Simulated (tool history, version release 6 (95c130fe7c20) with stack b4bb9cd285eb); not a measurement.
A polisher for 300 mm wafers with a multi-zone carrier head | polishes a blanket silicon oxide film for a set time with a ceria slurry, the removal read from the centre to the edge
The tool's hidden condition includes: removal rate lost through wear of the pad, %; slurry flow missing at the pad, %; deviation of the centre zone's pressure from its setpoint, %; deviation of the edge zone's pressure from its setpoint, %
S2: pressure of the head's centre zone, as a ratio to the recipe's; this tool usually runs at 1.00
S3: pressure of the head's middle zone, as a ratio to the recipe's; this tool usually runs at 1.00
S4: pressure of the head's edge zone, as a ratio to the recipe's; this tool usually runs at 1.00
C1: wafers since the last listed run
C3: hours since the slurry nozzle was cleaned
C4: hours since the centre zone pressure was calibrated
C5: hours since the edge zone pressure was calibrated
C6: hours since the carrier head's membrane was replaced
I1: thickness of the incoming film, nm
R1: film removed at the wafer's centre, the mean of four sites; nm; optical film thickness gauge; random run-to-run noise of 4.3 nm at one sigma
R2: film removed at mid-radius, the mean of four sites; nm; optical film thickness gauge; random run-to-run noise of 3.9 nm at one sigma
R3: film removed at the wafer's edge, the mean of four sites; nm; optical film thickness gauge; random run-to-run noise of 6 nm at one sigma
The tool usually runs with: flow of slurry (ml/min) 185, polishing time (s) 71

Run 1, day 0.000: usual settings but S2 0.91; C1 0; wafers polished on this pad 669; C3 196.4; C4 265.0; C5 233.2; C6 387.7; I1 1335.0. Result: R1 444.6 nm, R2 486.5 nm, R3 470.9 nm.
Run 2, day 1.712: usual settings but S2 0.91; C1 389; wafers polished on this pad 1058; C3 237.5; C4 306.1; C5 274.3; C6 428.8; I1 1320.7. Result: R1 438.0 nm, R2 485.2 nm, R3 472.1 nm.
At day 3.617: slurry nozzle cleaned.
Run 3, day 4.125: usual settings; C1 538; wafers polished on this pad 1597; C3 12.2; C4 364.0; C5 332.2; C6 486.7; I1 1327.5. Result: R1 487.5 nm, R2 485.3 nm, R3 464.5 nm.
Run 4, day 6.012: usual settings; C1 428; wafers polished on this pad 2025; C3 57.5; C4 409.3; C5 377.5; C6 532.0; I1 1301.7. Result: R1 494.1 nm, R2 483.5 nm, R3 465.8 nm.
At day 6.250: edge zone pressure recalibrated.
Run 5, day 7.879: usual settings; C1 405; wafers polished on this pad 2431; C3 102.3; C4 454.1; C5 39.1; C6 576.8; I1 1315.3. Result: R1 481.2 nm, R2 486.8 nm, R3 468.3 nm.
At day 8.596: worn pad replaced by a new one.
Run 6, day 9.017: usual settings but S4 0.91; C1 220; wafers polished on this pad 95; C3 129.6; C4 481.4; C5 66.4; C6 604.1; I1 1301.0. Result: R1 498.4 nm, R2 477.4 nm, R3 448.4 nm.
Run 7, day 10.708: usual settings but S4 0.91; C1 384; wafers polished on this pad 480; C3 170.2; C4 522.0; C5 107.0; C6 644.7; I1 1332.9. Result: R1 489.4 nm, R2 487.7 nm, R3 460.6 nm.
Run 8, day 12.675: usual settings but S4 0.91; C1 446; wafers polished on this pad 926; C3 217.4; C4 569.2; C5 154.2; C6 691.9; I1 1335.1. Result: R1 500.1 nm, R2 491.3 nm, R3 452.2 nm.
Run 9, day 14.150: usual settings; C1 335; wafers polished on this pad 1261; C3 252.8; C4 604.6; C5 189.6; C6 727.3; I1 1306.0. Result: R1 494.2 nm, R2 492.9 nm, R3 464.6 nm.
At day 16.146: carrier head's membrane replaced by a new one.
At day 16.275: slurry nozzle cleaned.
Run 10, day 17.038: usual settings but flow of slurry (ml/min) 235, S4 1.04, polishing time (s) 46; C1 599; wafers polished on this pad 1861; C3 18.3; C4 673.9; C5 258.9; C6 21.4; I1 1319.1. Result: R1 335.0 nm, R2 326.8 nm, R3 315.7 nm.
At day 19.725: worn pad replaced by a new one.
At day 22.508: centre zone pressure recalibrated.
At day 23.292: edge zone pressure recalibrated.
Run 11, day 24.933: usual settings but S2 0.93, S4 1.08; C1 1718; wafers polished on this pad 1145; C3 207.8; C4 58.2; C5 39.4; C6 210.9; I1 1321.2. Result: R1 394.0 nm, R2 484.4 nm, R3 474.9 nm.
Run 12, day 27.708: usual settings but S3 0.95; C1 630; wafers polished on this pad 1776; C3 274.4; C4 124.8; C5 106.0; C6 277.5; I1 1338.5. Result: R1 427.1 nm, R2 461.4 nm, R3 465.1 nm.
At day 28.688: slurry nozzle cleaned.
At day 29.958: worn pad replaced by a new one.
Run 13, day 30.683: usual settings but polishing time (s) 87; C1 628; wafers polished on this pad 165; C3 47.9; C4 196.2; C5 177.4; C6 348.9; I1 1304.9. Result: R1 527.3 nm, R2 597.3 nm, R3 565.0 nm.
Run 14, day 32.504: usual settings but flow of slurry (ml/min) 215, polishing time (s) 84; C1 413; wafers polished on this pad 578; C3 91.6; C4 239.9; C5 221.1; C6 392.6; I1 1322.6. Result: R1 522.8 nm, R2 594.4 nm, R3 568.7 nm.
At day 33.596: centre zone pressure recalibrated, repeated, since the last time left the tool worse.
Run 15, day 34.658: usual settings but S2 1.08, S4 0.90; C1 470; wafers polished on this pad 1049; C3 143.3; C4 25.5; C5 272.8; C6 444.3; I1 1308.2. Result: R1 516.9 nm, R2 484.6 nm, R3 459.2 nm.
Run 16, day 37.562: usual settings but flow of slurry (ml/min) 245, S2 0.89, S4 1.07, polishing time (s) 55; C1 659; wafers polished on this pad 1709; C3 213.0; C4 95.2; C5 342.5; C6 514.0; I1 1309.9. Result: R1 343.3 nm, R2 392.0 nm, R3 372.3 nm.
At day 39.158: slurry nozzle cleaned.
At day 40.083: edge zone pressure recalibrated.
Run 17, day 40.104: usual settings; C1 549; wafers polished on this pad 2258; C3 22.7; C4 156.2; C5 0.5; C6 575.0; I1 1313.8. Result: R1 476.7 nm, R2 482.2 nm, R3 461.5 nm.
At day 40.471: worn pad replaced by a new one.
Run 18, day 42.429: usual settings but S4 1.05; C1 490; wafers polished on this pad 445; C3 78.5; C4 212.0; C5 56.3; C6 630.8; I1 1341.9. Result: R1 483.3 nm, R2 488.7 nm, R3 474.7 nm.
At day 45.258: carrier head's membrane replaced by a new one.
Run 19, day 49.254: usual settings but flow of slurry (ml/min) 245, S2 0.94, S4 0.89, polishing time (s) 64; C1 1503; wafers polished on this pad 1948; C3 242.3; C4 375.8; C5 220.1; C6 95.9; I1 1315.9. Result: R1 428.9 nm, R2 462.1 nm, R3 420.9 nm.
At day 49.742: slurry nozzle cleaned.
At day 51.412: worn pad replaced by a new one.
Run 20, day 51.754: usual settings; C1 520; wafers polished on this pad 77; C3 48.3; C4 435.8; C5 280.1; C6 155.9; I1 1298.2. Result: R1 493.7 nm, R2 482.8 nm, R3 481.9 nm.
Run 21, day 53.712: usual settings but S2 1.09, S3 0.95, polishing time (s) 94; C1 444; wafers polished on this pad 522; C3 95.3; C4 482.8; C5 327.1; C6 202.9; I1 1307.6. Result: R1 710.0 nm, R2 614.5 nm, R3 606.1 nm.

Exercise: give the hidden state of the tool at every run:
removal rate lost through wear of the pad, %: 0 at every run
slurry flow missing at the pad, %: 0 at every run
deviation of the edge zone's pressure from its setpoint, %: 0 at every run
H1: deviation of the centre zone's pressure from its setpoint, %
run      H1
  1    1.03
  2    1.28
  3     1.7
  4    2.07
  5    2.49
  6    2.76
  7     3.2
  8    3.75
  9     4.2
 10    5.15
 11   -11.5
 12   -11.3
 13   -11.1
 14   -10.9
 15  -0.407
 16  -0.317
 17  -0.152
 18  0.0681
 19     1.1
 20    1.62
 21    2.09

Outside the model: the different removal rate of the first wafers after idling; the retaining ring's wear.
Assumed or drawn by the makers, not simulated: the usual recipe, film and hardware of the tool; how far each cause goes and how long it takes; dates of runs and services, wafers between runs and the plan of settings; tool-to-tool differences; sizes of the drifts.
